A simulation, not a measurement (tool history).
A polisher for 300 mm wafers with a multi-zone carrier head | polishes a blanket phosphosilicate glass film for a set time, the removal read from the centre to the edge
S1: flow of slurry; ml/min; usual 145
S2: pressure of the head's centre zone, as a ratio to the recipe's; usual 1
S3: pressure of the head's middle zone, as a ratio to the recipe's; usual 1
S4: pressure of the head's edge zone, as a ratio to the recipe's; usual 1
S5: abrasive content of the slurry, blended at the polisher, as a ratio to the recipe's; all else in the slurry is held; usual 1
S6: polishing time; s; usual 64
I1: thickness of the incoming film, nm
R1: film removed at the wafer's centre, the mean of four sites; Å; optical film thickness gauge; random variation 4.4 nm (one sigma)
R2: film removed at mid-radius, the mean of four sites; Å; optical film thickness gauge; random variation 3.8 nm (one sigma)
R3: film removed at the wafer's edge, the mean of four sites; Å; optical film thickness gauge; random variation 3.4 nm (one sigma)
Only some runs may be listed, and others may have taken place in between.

{"run": 1, "hour": 0.0, "S1": 145, "S2": 1, "S3": 1, "S4": 1.05, "S5": 1, "S6": 64, "I1": 2188.9, "R1": 5138, "R2": 5146, "R3": 5197}
{"hour": 42.0, "done": "worn pad replaced by a new one"}
{"run": 2, "hour": 62.8, "S1": 145, "S2": 1, "S3": 1, "S4": 1.05, "S5": 1, "S6": 64, "I1": 2179, "R1": 5079, "R2": 5031, "R3": 5185}
{"run": 3, "hour": 109.2, "S1": 145, "S2": 1, "S3": 1, "S4": 1.05, "S5": 1, "S6": 64, "I1": 2191.9, "R1": 5069, "R2": 5080, "R3": 5132}
{"hour": 280.9, "done": "worn pad replaced by a new one, of another model than before"}
{"run": 4, "hour": 287.8, "S1": 145, "S2": 1, "S3": 1, "S4": 1, "S5": 1, "S6": 64, "I1": 2193.7, "R1": 4999, "R2": 5006, "R3": 5050}
{"run": 5, "hour": 318.4, "S1": 145, "S2": 1, "S3": 1, "S4": 1, "S5": 1, "S6": 64, "I1": 2190, "R1": 4973, "R2": 5095, "R3": 5059}
{"run": 6, "hour": 358.1, "S1": 145, "S2": 1, "S3": 1, "S4": 1, "S5": 1, "S6": 64, "I1": 2178.5, "R1": 5030, "R2": 5032, "R3": 5077}
{"run": 7, "hour": 385.6, "S1": 135, "S2": 1, "S3": 1, "S4": 1, "S5": 1, "S6": 64, "I1": 2223.1, "R1": 4918, "R2": 4948, "R3": 5002}
{"hour": 395.8, "done": "slurry nozzle cleaned"}
{"hour": 398.6, "done": "centre zone pressure recalibrated"}
{"hour": 407.0, "done": "carrier head's membrane replaced by a new one"}
{"run": 8, "hour": 448.5, "S1": 135, "S2": 1, "S3": 1, "S4": 1, "S5": 1, "S6": 64, "I1": 2223.3, "R1": 5159, "R2": 5241, "R3": 5180}
{"hour": 516.4, "done": "worn pad replaced by a new one"}
{"run": 9, "hour": 617.6, "S1": 145, "S2": 1, "S3": 1, "S4": 0.93, "S5": 1, "S6": 64, "I1": 2188, "R1": 5252, "R2": 5214, "R3": 5046}
{"run": 10, "hour": 655.7, "S1": 145, "S2": 1, "S3": 1, "S4": 1, "S5": 1.15, "S6": 52, "I1": 2201.9, "R1": 4422, "R2": 4471, "R3": 4369}
{"run": 11, "hour": 717.5, "S1": 145, "S2": 0.97, "S3": 1, "S4": 1, "S5": 0.75, "S6": 64, "I1": 2186.6, "R1": 4296, "R2": 4560, "R3": 4457}
{"hour": 753.0, "done": "worn pad replaced by a new one"}
{"run": 12, "hour": 753.6, "S1": 145, "S2": 0.9, "S3": 1, "S4": 1, "S5": 1, "S6": 64, "I1": 2180.9, "R1": 4609, "R2": 5088, "R3": 5127}
{"run": 13, "hour": 788.1, "S1": 105, "S2": 1, "S3": 1, "S4": 1, "S5": 1.15, "S6": 86, "I1": 2147, "R1": 6844, "R2": 6944, "R3": 7076}
{"hour": 807.7, "done": "centre zone pressure recalibrated"}
{"run": 14, "hour": 844.9, "S1": 195, "S2": 1, "S3": 1.07, "S4": 0.93, "S5": 0.8, "S6": 64, "I1": 2192.4, "R1": 4923, "R2": 5074, "R3": 4639}
{"run": 15, "hour": 888.9, "S1": 145, "S2": 1, "S3": 1, "S4": 1, "S5": 1, "S6": 64, "I1": 2228.2, "R1": 5125, "R2": 5062, "R3": 5112}
{"hour": 936.2, "done": "edge zone pressure recalibrated"}
{"run": 16, "hour": 936.7, "S1": 145, "S2": 0.9, "S3": 1, "S4": 1, "S5": 1, "S6": 55, "I1": 2156.5, "R1": 3897, "R2": 4446, "R3": 4340}
{"run": 17, "hour": 999.6, "S1": 105, "S2": 1, "S3": 1, "S4": 1, "S5": 1.15, "S6": 86, "I1": 2238.3, "R1": 6793, "R2": 6822, "R3": 7024}
{"hour": 1017.7, "done": "worn pad replaced by a new one"}
{"run": 18, "hour": 1107.5, "S1": 190, "S2": 1, "S3": 1.11, "S4": 1, "S5": 0.75, "S6": 79, "I1": 2156.3, "R1": 5582, "R2": 6101, "R3": 5655}
{"hour": 1122.7, "done": "slurry nozzle cleaned"}
{"run": 19, "hour": 1157.0, "S1": 145, "S2": 1, "S3": 1, "S4": 1, "S5": 0.8, "S6": 64, "I1": 2221, "R1": 4766, "R2": 4760, "R3": 4685}
{"run": 20, "hour": 1190.3, "S1": 190, "S2": 1, "S3": 1.05, "S4": 1.1, "S5": 1.3, "S6": 64, "I1": 2200.1, "R1": 5950, "R2": 6199, "R3": 6043}

Subtracting, for every run, the result it would have given without the tool's unlogged condition from the measured result gives the following. The same run-to-run variation enters both numbers; the gauge's scatter may not:
The hidden state here: removal rate lost through wear of the pad, %; slurry flow missing at the pad, %; deviation of the centre zone's pressure from its setpoint, %; deviation of the edge zone's pressure from its setpoint, %.
run=1 R1=-144 R2=-127 R3=-91
run=2 R1=-171 R2=-149 R3=-109
run=3 R1=-194 R2=-171 R3=-122
run=4 R1=-190 R2=-167 R3=-119
run=5 R1=-200 R2=-181 R3=-126
run=6 R1=-216 R2=-190 R3=-136
run=7 R1=-232 R2=-205 R3=-145
run=8 R1=-19 R2=-16 R3=-12
run=9 R1=-66 R2=-57 R3=-39
run=10 R1=-65 R2=-58 R3=-40
run=11 R1=-78 R2=-74 R3=-51
run=12 R1=-94 R2=-92 R3=-66
run=13 R1=-190 R2=-169 R3=-118
run=14 R1=-103 R2=-94 R3=-63
run=15 R1=-147 R2=-129 R3=-92
run=16 R1=-124 R2=-125 R3=-86
run=17 R1=-305 R2=-267 R3=-187
run=18 R1=-201 R2=-195 R3=-131
run=19 R1=-25 R2=-22 R3=-15
run=20 R1=-34 R2=-32 R3=-23

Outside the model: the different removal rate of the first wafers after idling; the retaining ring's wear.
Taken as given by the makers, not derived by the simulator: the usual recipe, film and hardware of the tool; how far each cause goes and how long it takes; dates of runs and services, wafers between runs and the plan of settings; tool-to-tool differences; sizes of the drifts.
